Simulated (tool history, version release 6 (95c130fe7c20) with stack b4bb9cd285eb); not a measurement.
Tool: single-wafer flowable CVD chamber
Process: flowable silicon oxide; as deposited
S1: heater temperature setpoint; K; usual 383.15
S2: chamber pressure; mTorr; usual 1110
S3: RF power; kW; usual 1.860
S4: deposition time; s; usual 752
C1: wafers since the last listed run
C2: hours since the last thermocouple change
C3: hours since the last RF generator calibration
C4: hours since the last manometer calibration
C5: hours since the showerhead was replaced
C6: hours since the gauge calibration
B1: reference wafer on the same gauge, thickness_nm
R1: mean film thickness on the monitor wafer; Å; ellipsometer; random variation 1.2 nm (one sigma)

run,hour,S1,S2,S3,S4,C1,C2,C3,C4,C5,C6,B1,R1
1,0.0,383.15,900,1.860,752,0,564.4,170.6,1491.4,4433.9,337.5,478.172,3791.23
2,72.6,383.15,900,1.860,752,145,637.0,243.2,1564.0,4506.5,410.1,477.913,3804.30
3,118.8,383.15,900,1.860,752,92,683.2,289.4,1610.2,4552.7,456.3,478.370,3805.29
4,213.0,383.15,1110,1.760,752,188,777.4,383.6,1704.4,4646.9,550.5,478.113,4671.03
5,498.3,383.15,1110,1.650,752,572,1062.7,668.9,1989.7,4932.2,835.8,478.561,4616.86
6,535.6,383.15,1110,1.650,752,74,1100.0,706.2,2027.0,4969.5,873.1,478.261,4602.31
7,600.8,383.15,1210,1.860,752,130,1165.2,771.4,2092.2,5034.7,938.3,478.381,5183.56
# hour 635.5: thermocouple changed; heater temperature recalibrated
# hour 692.3: showerhead replaced
8,701.4,383.15,1210,1.860,752,169,65.9,872.0,2192.8,9.1,1038.9,477.285,5203.94
9,750.1,383.15,1210,1.860,752,97,114.6,920.7,2241.5,57.8,1087.6,478.161,5185.31
10,806.3,383.15,1110,1.950,752,112,170.8,976.9,2297.7,114.0,1143.8,477.951,4820.74
11,893.7,373.15,1220,1.860,892,175,258.2,1064.3,2385.1,201.4,1231.2,477.845,8324.48
12,999.9,383.15,1110,1.860,752,213,364.4,1170.5,2491.3,307.6,1337.4,478.117,4764.21
# hour 1038.7: capacitance manometer re-zeroed and calibrated
13,1051.8,383.15,1110,1.860,752,88,416.3,1222.4,13.1,359.5,1389.3,477.468,4753.43
14,1111.9,373.15,1110,1.860,869,120,476.4,1282.5,73.2,419.6,1449.4,477.862,7368.62
15,1159.3,383.15,1110,1.760,682,95,523.8,1329.9,120.6,467.0,1496.8,478.342,4281.21
16,1202.0,394.15,1110,1.860,752,85,566.5,1372.6,163.3,509.7,1539.5,477.572,3524.21
17,1248.3,383.15,1110,1.860,752,92,612.8,1418.9,209.6,556.0,1585.8,478.128,4754.23
# hour 1337.2: RF generator calibrated
18,1354.3,375.15,1370,1.960,872,196,718.8,17.1,315.6,662.0,1691.8,478.151,8632.79
19,1394.5,383.15,1110,1.860,752,80,759.0,57.3,355.8,702.2,1732.0,477.575,4762.46
# hour 1422.2: gauge calibrated
20,1437.6,396.15,1110,1.860,816,86,802.1,100.4,398.9,745.3,15.4,477.918,3652.52
21,1492.4,383.15,1110,1.860,752,109,856.9,155.2,453.7,800.1,70.2,478.311,4765.85
22,1559.9,383.15,1110,1.860,752,135,924.4,222.7,521.2,867.6,137.7,478.191,4750.76
23,1607.1,383.15,1110,1.860,871,94,971.6,269.9,568.4,914.8,184.9,477.980,5481.79
24,1708.9,369.15,1000,2.225,630,204,1073.4,371.7,670.2,1016.6,286.7,477.947,5555.55
25,1776.9,383.15,1110,1.860,752,136,1141.4,439.7,738.2,1084.6,354.7,478.083,4765.03
# hour 1834.8: thermocouple changed; heater temperature recalibrated
26,1859.2,371.15,840,2.000,752,149,24.4,522.0,820.5,1166.9,437.0,477.858,5124.65
27,1957.5,383.15,1110,1.860,653,197,122.7,620.3,918.8,1265.2,535.3,478.183,4114.06
28,2064.6,396.15,850,1.975,890,214,229.8,727.4,1025.9,1372.3,642.4,477.987,3030.71

4 ways to go on from here, each from the tool as it stands after run 28. What would each give?
A,2065.2,383.15,1110,1.860,752,1,230.4,728.0,1026.5,1372.9,643.0,?,?
B,2065.2,369.15,1110,1.685,843,1,230.4,728.0,1026.5,1372.9,643.0,?,?
C,2065.2,383.15,1110,1.860,714,1,230.4,728.0,1026.5,1372.9,643.0,?,?
D,2065.2,377.15,1330,1.755,709,1,230.4,728.0,1026.5,1372.9,643.0,?,?

run,B1,R1
A,477.932,4746.78
B,477.932,7824.44
C,477.932,4506.92
D,477.932,6287.41
Without the tool's hidden state the same runs would have given:
run,R1
A,4746.78
B,7824.44
C,4506.92
D,6287.41

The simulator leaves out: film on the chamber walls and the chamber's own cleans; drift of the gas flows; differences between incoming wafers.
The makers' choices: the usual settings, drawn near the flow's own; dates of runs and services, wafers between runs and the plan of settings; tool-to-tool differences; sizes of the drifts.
